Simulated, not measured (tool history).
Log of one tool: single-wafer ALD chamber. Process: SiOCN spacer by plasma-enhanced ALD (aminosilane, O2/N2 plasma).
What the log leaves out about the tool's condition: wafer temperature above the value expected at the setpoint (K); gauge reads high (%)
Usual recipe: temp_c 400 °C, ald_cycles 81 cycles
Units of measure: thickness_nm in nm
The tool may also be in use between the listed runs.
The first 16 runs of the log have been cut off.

run   hour  temp_c  ald_cycles  wafers since the last listed run  hours since the last thermocouple change  hours since the gauge calibration  read-back reference wafer on the same gauge, thickness_nm  thickness_nm
 17  402.6     394          81                                41                                    2445.4                              468.1                                                      5.185         5.447
 18  424.8     400          76                                66                                    2467.6                              490.3                                                      5.186         5.073
 19  458.1     394          81                               100                                    2500.9                              523.6                                                       5.19         5.415
 20  488.9     394          94                                92                                    2531.7                              554.4                                                       5.19          6.35
     496.7  -- gauge calibrated
 21  523.1     408          81                               102                                    2565.9                               26.4                                                      5.142         5.274
     531.3  -- thermocouple changed; heater temperature recalibrated
 22  538.9     400          88                                23                                       7.6                               42.2                                                      5.153         5.865
 23  573.4     400          90                               103                                      42.1                               76.7                                                      5.168         6.013
 24  596.5     408          95                                69                                      65.2                               99.8                                                      5.176         6.235
 25  617.5     385          91                                63                                      86.2                              120.8                                                      5.188         6.084
 26  636.8     400          81                                58                                     105.5                              140.1                                                       5.19         5.456
 27  655.7     385          65                                56                                     124.4                                159                                                      5.194         4.361
 28  704.7     400          96                               147                                     173.4                                208                                                      5.207         6.463
 29  717.4     400          94                                38                                     186.1                              220.7                                                      5.211         6.326
 30  749.9     414          76                                97                                     218.6                              253.2                                                      5.214          4.96
 31  774.9     400          81                                75                                     243.6                              278.2                                                      5.217         5.478
 32    809     387          81                               102                                     277.7                              312.3                                                      5.219         5.491

Branching from run 32: 3 alternative next runs. What would each branch give?
  A  809.6     400          81                                 1                                     278.3                              312.9                                                          ?             ?
  B  809.6     395          81                                 1                                     278.3                              312.9                                                          ?             ?
  C  809.6     392          81                                 1                                     278.3                              312.9                                                          ?             ?

run  read-back reference wafer on the same gauge, thickness_nm  thickness_nm
  A                                                      5.221         5.492
  B                                                      5.221         5.492
  C                                                      5.221         5.492
With the hidden condition removed and each run's random variation left untouched, the same runs would have given:
run  thickness_nm
  A         5.364
  B         5.364
  C         5.364
